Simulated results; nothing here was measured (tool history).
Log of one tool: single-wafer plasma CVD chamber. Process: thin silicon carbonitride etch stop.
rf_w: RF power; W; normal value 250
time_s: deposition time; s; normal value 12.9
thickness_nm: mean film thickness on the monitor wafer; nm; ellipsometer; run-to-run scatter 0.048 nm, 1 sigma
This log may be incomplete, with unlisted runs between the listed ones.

| run | day | rf_w | time_s | read-back reference wafer on the same gauge, thickness_nm | thickness_nm |
|---|---|---|---|---|---|
| 1 | 0.000 | 230 | 12.9 | 7.884 | 7.991 |
| 2 | 1.575 | 250 | 12.9 | 7.889 | 8.334 |
| 3 | 3.346 | 250 | 12.9 | 7.886 | 8.302 |
| 4 | 4.996 | 250 | 13.6 | 7.911 | 8.806 |
| 5 | 8.988 | 250 | 13.6 | 7.920 | 8.786 |
| 6 | 11.904 | 250 | 12.9 | 7.919 | 8.417 |
| 7 | 13.425 | 250 | 12.9 | 7.928 | 8.428 |
| 8 | 17.508 | 250 | 12.9 | 7.932 | 8.385 |
| 9 | 21.338 | 250 | 12.9 | 7.950 | 8.403 |
| 10 | 24.400 | 250 | 12.9 | 7.947 | 8.368 |
| 11 | 26.133 | 265 | 14.6 | 7.953 | 9.638 |
| 12 | 29.904 | 220 | 11.5 | 7.971 | 7.247 |

What does the tool deliver on the next run?
|  | 30.475 | showerhead replaced |
| 13 | 34.317 | 250 | 12.9 | ? | ? |

Logged for run 13: read-back reference wafer on the same gauge, thickness_nm 7.963, thickness_nm 8.417 nm.
Without the tool's hidden state the same run would have given thickness_nm 8.173 nm.

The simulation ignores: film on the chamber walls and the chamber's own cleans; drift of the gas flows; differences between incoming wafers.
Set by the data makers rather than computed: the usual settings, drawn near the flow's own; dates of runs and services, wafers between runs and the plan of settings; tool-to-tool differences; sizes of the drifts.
